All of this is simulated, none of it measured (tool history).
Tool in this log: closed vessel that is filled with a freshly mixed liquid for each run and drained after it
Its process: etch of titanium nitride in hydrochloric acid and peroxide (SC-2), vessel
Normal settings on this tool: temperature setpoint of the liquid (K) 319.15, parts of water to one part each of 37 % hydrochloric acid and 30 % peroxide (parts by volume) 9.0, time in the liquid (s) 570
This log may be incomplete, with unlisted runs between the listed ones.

run	hour	temperature setpoint of the liquid (K)	parts of water to one part each of 37 % hydrochloric acid and 30 % peroxide (parts by volume)	time in the liquid (s)	wafers since the last listed run	hours since the thermometer was replaced	hours since the chemicals flow meter was replaced	hours since the drum of peroxide was connected	hours since the gauge calibration	read-back film thickness of the titanium nitride reference wafer, read on the same gauge (nm)	thickness taken off the titanium nitride on a monitor wafer (angstrom)
1	0.0	319.15	9.0	460	0	528.7	963.1	192.5	807.2	140.03	108.7
2	50.8	319.15	9.0	460	3067	579.5	1013.9	243.3	858.0	139.96	110.2
3	79.9	319.15	9.0	460	1757	608.6	1043.0	272.4	887.1	140.01	110.5
4	131.1	319.15	9.0	570	3091	659.8	1094.2	323.6	938.3	140.00	137.4
5	198.0	319.15	9.0	570	4039	726.7	1161.1	390.5	1005.2	140.01	138.4
6	234.4	319.15	9.0	570	2197	763.1	1197.5	426.9	1041.6	140.03	138.2
7	294.8	319.15	9.0	570	3647	823.5	1257.9	487.3	1102.0	140.00	137.7
8	322.5	319.15	9.0	570	1672	851.2	1285.6	515.0	1129.7	140.01	138.3
# hour 334.4: gauge calibrated
# hour 336.9: new drum of peroxide connected
9	353.1	319.15	11.5	570	1787	881.8	1316.2	16.2	18.7	140.03	113.4
10	396.3	319.15	5.5	570	2608	925.0	1359.4	59.4	61.9	140.01	202.2
11	449.5	324.15	5.0	460	3212	978.2	1412.6	112.6	115.1	140.00	244.3
12	484.6	309.65	4.5	275	2119	1013.3	1447.7	147.7	150.2	139.99	58.2
13	514.6	319.15	9.0	570	1811	1043.3	1477.7	177.7	180.2	139.99	139.9
# hour 578.0: chemicals flow meter replaced
14	580.9	319.15	9.0	570	3943	1109.6	2.9	244.0	246.5	139.99	136.2
15	625.7	319.15	13.5	725	2705	1154.4	47.7	288.8	291.3	139.99	122.7
16	689.3	327.15	5.0	725	3840	1218.0	111.3	352.4	354.9	140.00	466.2
17	717.8	319.15	9.0	775	1720	1246.5	139.8	380.9	383.4	139.99	187.8
18	744.6	314.65	9.0	740	1618	1273.3	166.6	407.7	410.2	140.02	131.8
# hour 769.5: thermometer replaced
19	808.9	322.15	10.5	825	3822	39.4	230.9	472.0	474.5	140.00	208.4
# hour 832.7: new drum of peroxide connected
20	851.3	315.15	13.0	770	2499	81.8	273.3	18.6	516.9	140.01	99.4
21	900.2	325.15	5.5	245	2952	130.7	322.2	67.5	565.8	139.98	126.4
22	936.1	319.15	9.0	570	2167	166.6	358.1	103.4	601.7	139.97	133.5
23	985.1	323.65	9.0	285	2958	215.6	407.1	152.4	650.7	140.00	90.3
24	1139.2	322.15	10.5	390	9305	369.7	561.2	306.5	804.8	139.96	99.8
25	1189.7	319.15	9.0	570	3049	420.2	611.7	357.0	855.3	140.00	136.3
26	1239.8	323.65	9.0	730	3025	470.3	661.8	407.1	905.4	140.03	235.5
27	1300.0	314.15	7.5	910	3635	530.5	722.0	467.3	965.6	140.01	177.5
# hour 1323.9: new drum of peroxide connected
28	1345.1	319.15	13.0	730	2662	575.6	767.1	21.2	1010.7	140.03	128.5

Each row is a separate what-if for the run after 28, all from the same tool condition, not one after another. Results?
A	1345.9	319.15	10.5	570	48	576.4	767.9	22.0	1011.5	?	?
B	1345.9	309.15	9.0	445	48	576.4	767.9	22.0	1011.5	?	?
C	1345.9	316.15	9.0	570	48	576.4	767.9	22.0	1011.5	?	?
D	1345.9	311.65	10.5	330	48	576.4	767.9	22.0	1011.5	?	?
E	1345.9	319.15	9.0	670	48	576.4	767.9	22.0	1011.5	?	?

run	read-back film thickness of the titanium nitride reference wafer, read on the same gauge (nm)	thickness taken off the titanium nitride on a monitor wafer (angstrom)
A	140.00	119.7
B	140.00	52.5
C	140.00	110.6
D	140.00	41.0
E	140.00	159.9
Stripped of hidden state, with their random variation kept, the same runs would have yielded:
run	thickness taken off the titanium nitride on a monitor wafer (angstrom)
A	115.8
B	50.7
C	107.0
D	39.7
E	154.7

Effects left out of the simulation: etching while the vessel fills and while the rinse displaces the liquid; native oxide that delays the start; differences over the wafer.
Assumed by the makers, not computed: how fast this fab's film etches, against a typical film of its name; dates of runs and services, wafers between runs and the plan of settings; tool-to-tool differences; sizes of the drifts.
